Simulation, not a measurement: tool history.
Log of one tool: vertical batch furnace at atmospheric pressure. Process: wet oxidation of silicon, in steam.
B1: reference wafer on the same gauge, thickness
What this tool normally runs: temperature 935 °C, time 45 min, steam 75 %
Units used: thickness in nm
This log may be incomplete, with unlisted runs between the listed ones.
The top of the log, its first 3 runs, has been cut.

Run 4, hour 136.9: usual settings; B1 251.97. Result: thickness 219.37 nm.
Run 5, hour 164.1: usual settings; B1 252.24. Result: thickness 220.65 nm.
Run 6, hour 194.9: usual settings; B1 252.09. Result: thickness 219.89 nm.
Run 7, hour 207.6: usual settings; B1 252.04. Result: thickness 219.29 nm.
Run 8, hour 222.3: usual settings but time 39 min; B1 251.9. Result: thickness 197.17 nm.
Run 9, hour 251.1: usual settings; B1 252.45. Result: thickness 219.97 nm.
Run 10, hour 264: usual settings; B1 252.48. Result: thickness 219.11 nm.
Run 11, hour 282.6: usual settings; B1 251.85. Result: thickness 221.08 nm.
At hour 313.3: thermocouples replaced and temperature profile calibrated.
Run 12, hour 313.8: usual settings but temperature 918 °C; B1 252.89. Result: thickness 185.98 nm.
Run 13, hour 396: usual settings but temperature 918 °C; B1 251.44. Result: thickness 189.15 nm.
Run 14, hour 421.7: usual settings but temperature 918 °C; B1 252.32. Result: thickness 188.51 nm.
Run 15, hour 434.8: usual settings but temperature 916 °C, steam 67 %; B1 251.77. Result: thickness 167.67 nm.
At hour 449.5: gauge calibrated.
At hour 460.9: steam generator serviced.
Run 16, hour 463.5: usual settings but temperature 927 °C, time 28 min, steam 65 %; B1 252.02. Result: thickness 125.6 nm.
Run 17, hour 495.3: usual settings but temperature 951 °C, time 29.5 min; B1 251.93. Result: thickness 186.32 nm.

The next listed run, before its measurement:
Run 18, hour 509.2: usual settings; B1 ?. Result: thickness ?.

Run 18 measured B1 252.3, thickness 221.96 nm.
Were there no unlogged condition in the tool, this run, its random variation unchanged, would have produced thickness 221.96 nm.
